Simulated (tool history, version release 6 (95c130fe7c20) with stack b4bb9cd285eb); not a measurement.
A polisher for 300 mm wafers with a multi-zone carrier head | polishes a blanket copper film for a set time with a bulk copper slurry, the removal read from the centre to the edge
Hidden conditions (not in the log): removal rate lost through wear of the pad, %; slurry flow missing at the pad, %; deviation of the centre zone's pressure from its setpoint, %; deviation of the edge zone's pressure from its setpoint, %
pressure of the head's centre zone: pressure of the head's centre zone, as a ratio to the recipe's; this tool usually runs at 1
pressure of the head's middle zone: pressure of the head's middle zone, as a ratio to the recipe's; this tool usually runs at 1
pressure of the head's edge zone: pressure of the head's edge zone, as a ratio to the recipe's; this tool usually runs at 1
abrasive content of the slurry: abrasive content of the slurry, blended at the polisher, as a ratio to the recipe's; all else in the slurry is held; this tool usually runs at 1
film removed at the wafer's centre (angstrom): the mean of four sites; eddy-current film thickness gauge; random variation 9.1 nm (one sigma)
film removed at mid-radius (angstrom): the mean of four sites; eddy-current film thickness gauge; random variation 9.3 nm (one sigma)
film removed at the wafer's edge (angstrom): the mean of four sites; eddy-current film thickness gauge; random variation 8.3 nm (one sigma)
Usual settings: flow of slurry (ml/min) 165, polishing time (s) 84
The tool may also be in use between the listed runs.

| run | hour | flow of slurry (ml/min) | pressure of the head's centre zone | pressure of the head's middle zone | pressure of the head's edge zone | abrasive content of the slurry | polishing time (s) | wafers since the last listed run | wafers polished on this pad | hours since the slurry nozzle was cleaned | hours since the centre zone pressure was calibrated | hours since the edge zone pressure was calibrated | hours since the carrier head's membrane was replaced | incoming thickness of the incoming film, nm | film removed at the wafer's centre (angstrom) | film removed at mid-radius (angstrom) | film removed at the wafer's edge (angstrom) |
|---|---|---|---|---|---|---|---|---|---|---|---|---|---|---|---|---|---|
| 1 | 0 | 165 | 0.96 | 1 | 1 | 1 | 84 | 0 | 1002 | 443.4 | 322.8 | 932 | 1689.8 | 2823.9 | 6211 | 6653 | 6790 |
| 2 | 42.7 | 165 | 1 | 1.07 | 1 | 1 | 84 | 303 | 1305 | 486.1 | 365.5 | 974.7 | 1732.5 | 2852.8 | 6513 | 7189 | 6815 |
|  | 48.9 | edge zone pressure recalibrated |
| 3 | 109.7 | 165 | 1 | 1.07 | 1 | 1 | 84 | 461 | 1767 | 553.1 | 432.5 | 60.8 | 1799.5 | 2779.7 | 6366 | 7218 | 6734 |
| 4 | 139.2 | 165 | 1.09 | 1 | 1 | 1 | 84 | 209 | 1976 | 582.6 | 462 | 90.3 | 1829 | 2846.9 | 6909 | 6741 | 6838 |
|  | 158.2 | worn pad replaced by a new one, of another model than before |
| 5 | 182.3 | 110 | 1 | 1.07 | 1 | 1 | 84 | 277 | 171 | 625.7 | 505.1 | 133.4 | 1872.1 | 2824.8 | 4903 | 5749 | 5822 |
| 6 | 225 | 165 | 1 | 1 | 1 | 1 | 84 | 303 | 474 | 668.4 | 547.8 | 176.1 | 1914.8 | 2760.5 | 5983 | 6767 | 6849 |
|  | 260.3 | carrier head's membrane replaced by a new one |
| 7 | 291.8 | 165 | 1 | 1.1 | 1.04 | 1 | 84 | 438 | 913 | 735.2 | 614.6 | 242.9 | 31.5 | 2801.7 | 5815 | 7375 | 6812 |
|  | 329.5 | centre zone pressure recalibrated |
| 8 | 330 | 165 | 1 | 1 | 1.09 | 1 | 84 | 257 | 1170 | 773.4 | 0.5 | 281.1 | 69.7 | 2809.8 | 6661 | 6829 | 7184 |
| 9 | 381.1 | 145 | 1.07 | 1 | 1 | 0.9 | 69 | 362 | 1532 | 824.5 | 51.6 | 332.2 | 120.8 | 2785.4 | 5317 | 4904 | 5278 |
| 10 | 431.3 | 130 | 1 | 1 | 1 | 1 | 84 | 356 | 1889 | 874.7 | 101.8 | 382.4 | 171 | 2784.8 | 6090 | 6119 | 6525 |
|  | 472.6 | slurry nozzle cleaned |
| 11 | 523.1 | 165 | 1 | 1 | 1 | 1 | 84 | 644 | 2533 | 50.5 | 193.6 | 474.2 | 262.8 | 2796.6 | 6761 | 6766 | 6953 |
|  | 544.4 | worn pad replaced by a new one |
| 12 | 555.9 | 165 | 1 | 1 | 1 | 1 | 104 | 204 | 81 | 83.3 | 226.4 | 507 | 295.6 | 2734.8 | 8400 | 8481 | 8483 |
| 13 | 601.2 | 165 | 1 | 1 | 1 | 1 | 101 | 321 | 403 | 128.6 | 271.7 | 552.3 | 340.9 | 2789.3 | 8064 | 8005 | 8194 |
| 14 | 669.7 | 120 | 1 | 1 | 0.93 | 1 | 92 | 486 | 889 | 197.1 | 340.2 | 620.8 | 409.4 | 2784 | 6087 | 6484 | 6640 |
| 15 | 734.9 | 165 | 1 | 1 | 1 | 0.85 | 84 | 462 | 1352 | 262.3 | 405.4 | 686 | 474.6 | 2745.5 | 5996 | 6212 | 6354 |

Predict the results of run 16:
| 16 | 805.5 | 165 | 1 | 1 | 1 | 1 | 84 | 501 | 1853 | 332.9 | 476 | 756.6 | 545.2 | 2847.1 | ? | ? | ? |

film removed at the wafer's centre (angstrom): 6462
film removed at mid-radius (angstrom): 6692
film removed at the wafer's edge (angstrom): 6787
Minus the tool's unlogged condition, the same run would have read film removed at the wafer's centre (angstrom) 6841, film removed at mid-radius (angstrom) 6690, film removed at the wafer's edge (angstrom) 6787.

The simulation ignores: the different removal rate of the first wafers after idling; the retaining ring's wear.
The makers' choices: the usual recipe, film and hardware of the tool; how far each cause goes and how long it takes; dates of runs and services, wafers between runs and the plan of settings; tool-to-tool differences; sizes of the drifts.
